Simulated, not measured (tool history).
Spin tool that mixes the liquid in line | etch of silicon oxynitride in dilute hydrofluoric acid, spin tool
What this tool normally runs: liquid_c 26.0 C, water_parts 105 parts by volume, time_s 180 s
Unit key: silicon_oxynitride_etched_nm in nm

run,hour,liquid_c,water_parts,time_s,wafers since the last listed run,hours since the thermometer was replaced,hours since the hydrofluoric acid flow meter was replaced,hours since the gauge calibration,"read-back film thickness of the silicon oxynitride reference wafer, read on the same gauge (nm)",silicon_oxynitride_etched_nm
1,0.0,28.5,105,125,0,545.5,215.3,412.9,79.97,3.69
2,51.7,26.0,105,180,255,597.2,267.0,464.6,79.99,4.76
3,100.8,26.0,105,180,242,646.3,316.1,513.7,80.01,4.81
4,200.1,26.0,105,180,490,745.6,415.4,613.0,80.00,4.83
5,242.9,26.0,105,180,211,788.4,458.2,655.8,80.00,4.83
6,296.1,26.0,105,180,263,841.6,511.4,709.0,79.98,4.89
7,362.9,23.5,120,180,330,908.4,578.2,775.8,80.01,3.78
8,407.6,23.5,120,180,220,953.1,622.9,820.5,80.01,3.75
9,503.8,27.5,105,180,475,1049.3,719.1,916.7,80.01,5.26
10,591.4,27.5,105,180,433,1136.9,806.7,1004.3,80.00,5.31
11,642.0,26.0,105,180,250,1187.5,857.3,1054.9,80.02,4.98
12,743.2,26.0,105,180,500,1288.7,958.5,1156.1,79.97,5.03
13,848.7,26.0,105,180,521,1394.2,1064.0,1261.6,79.97,5.06
14,908.0,26.0,105,180,293,1453.5,1123.3,1320.9,79.97,5.05
15,1011.9,26.0,105,180,513,1557.4,1227.2,1424.8,80.02,5.12
16,1072.6,26.0,105,180,300,1618.1,1287.9,1485.5,80.02,5.16
# hour 1147.4: gauge calibrated
17,1175.3,26.0,105,180,507,1720.8,1390.6,27.9,80.02,5.13
18,1246.1,26.0,105,180,350,1791.6,1461.4,98.7,79.99,5.20
19,1296.9,26.0,105,75,251,1842.4,1512.2,149.5,80.00,2.16
20,1345.2,26.0,145,180,238,1890.7,1560.5,197.8,80.01,3.66
# hour 1355.9: thermometer replaced
21,1382.2,22.5,125,285,177,26.3,1597.5,234.8,79.98,5.30
22,1435.4,22.0,75,145,263,79.5,1650.7,288.0,80.00,4.62
23,1503.5,21.5,105,140,336,147.6,1718.8,356.1,80.01,3.03
# hour 1556.6: hydrofluoric acid flow meter replaced
24,1598.7,26.0,105,80,465,242.8,42.1,451.3,79.98,2.05
25,1701.4,26.0,105,180,507,345.5,144.8,554.0,79.98,4.66
26,1761.6,26.0,70,180,297,405.7,205.0,614.2,79.99,7.34
27,1865.2,23.5,120,100,512,509.3,308.6,717.8,80.01,2.03
28,1923.0,28.0,65,225,285,567.1,366.4,775.6,80.00,10.92
29,1978.9,28.0,105,180,276,623.0,422.3,831.5,79.98,5.28
30,2075.4,26.0,105,180,477,719.5,518.8,928.0,79.98,4.81
31,2217.2,21.0,105,180,701,861.3,660.6,1069.8,80.02,3.83
32,2312.8,22.0,135,85,472,956.9,756.2,1165.4,80.02,1.46
# hour 2333.3: gauge calibrated
33,2370.7,29.0,145,180,286,1014.8,814.1,37.4,79.98,3.88
34,2460.2,29.0,150,180,442,1104.3,903.6,126.9,80.00,3.81

Hidden state at the last listed run before each entry between runs and at the first one after, where it differs:
In the gap between runs 16 and 17: gauge calibrated (hour 1147.4)
  liquid hotter than its thermometer reads (K): 1.58 -> 1.68; hydrofluoric acid flow above the setpoint (%): 4.21 -> 4.48
  the result without the hidden state subtracted from the measured one, silicon_oxynitride_etched_nm: +0.58 -> +0.61 nm
In the gap between runs 20 and 21: thermometer replaced (hour 1355.9)
  liquid hotter than its thermometer reads (K): 1.83 -> 0.0363; hydrofluoric acid flow above the setpoint (%): 4.94 -> 5.04
  the result without the hidden state subtracted from the measured one, silicon_oxynitride_etched_nm: +0.47 -> +0.28 nm
In the gap between runs 23 and 24: hydrofluoric acid flow meter replaced (hour 1556.6)
  liquid hotter than its thermometer reads (K): 0.145 -> 0.23; hydrofluoric acid flow above the setpoint (%): 5.37 -> 0.694
  the result without the hidden state subtracted from the measured one, silicon_oxynitride_etched_nm: +0.18 -> +0.04 nm
In the gap between runs 32 and 33: gauge calibrated (hour 2333.3)
  liquid hotter than its thermometer reads (K): 0.87 -> 0.921; hydrofluoric acid flow above the setpoint (%): 2.63 -> 2.78
  the result without the hidden state subtracted from the measured one, silicon_oxynitride_etched_nm: +0.10 -> +0.26 nm
